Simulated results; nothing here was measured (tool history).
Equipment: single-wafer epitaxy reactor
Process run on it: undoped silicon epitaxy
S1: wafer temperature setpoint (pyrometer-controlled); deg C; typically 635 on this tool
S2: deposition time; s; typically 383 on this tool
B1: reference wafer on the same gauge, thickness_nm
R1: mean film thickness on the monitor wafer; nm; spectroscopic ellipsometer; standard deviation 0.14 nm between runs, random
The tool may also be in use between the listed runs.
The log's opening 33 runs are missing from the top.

| run | hour | S1 | S2 | B1 | R1 |
|---|---|---|---|---|---|
| 34 | 2282.2 | 649 | 316 | 46.595 | 53.643 |
| 35 | 2369.2 | 635 | 383 | 46.535 | 49.151 |
| 36 | 2471.4 | 650 | 431 | 46.596 | 74.983 |
| 37 | 2769.9 | 635 | 383 | 46.600 | 49.538 |
| 38 | 2870.7 | 647 | 314 | 46.615 | 51.632 |
| 39 | 2927.6 | 635 | 383 | 46.602 | 49.286 |
| 40 | 2988.8 | 628 | 312 | 46.586 | 34.845 |
| 41 | 3303.4 | 643 | 383 | 46.612 | 58.163 |
| 42 | 3403.5 | 624 | 383 | 46.649 | 39.439 |

Below are 4 alternative next runs, each starting from the tool's condition after run 42. Predict each:
| A | 3404.0 | 635 | 383 | ? | ? |
| B | 3404.0 | 624 | 439 | ? | ? |
| C | 3404.0 | 620 | 440 | ? | ? |
| D | 3404.0 | 626 | 348 | ? | ? |

| run | B1 | R1 |
|---|---|---|
| A | 46.580 | 49.606 |
| B | 46.580 | 45.160 |
| C | 46.580 | 41.572 |
| D | 46.580 | 37.344 |
Without the tool's hidden state the same runs would have given:
| run | R1 |
|---|---|
| A | 49.174 |
| B | 44.757 |
| C | 41.198 |
| D | 37.013 |
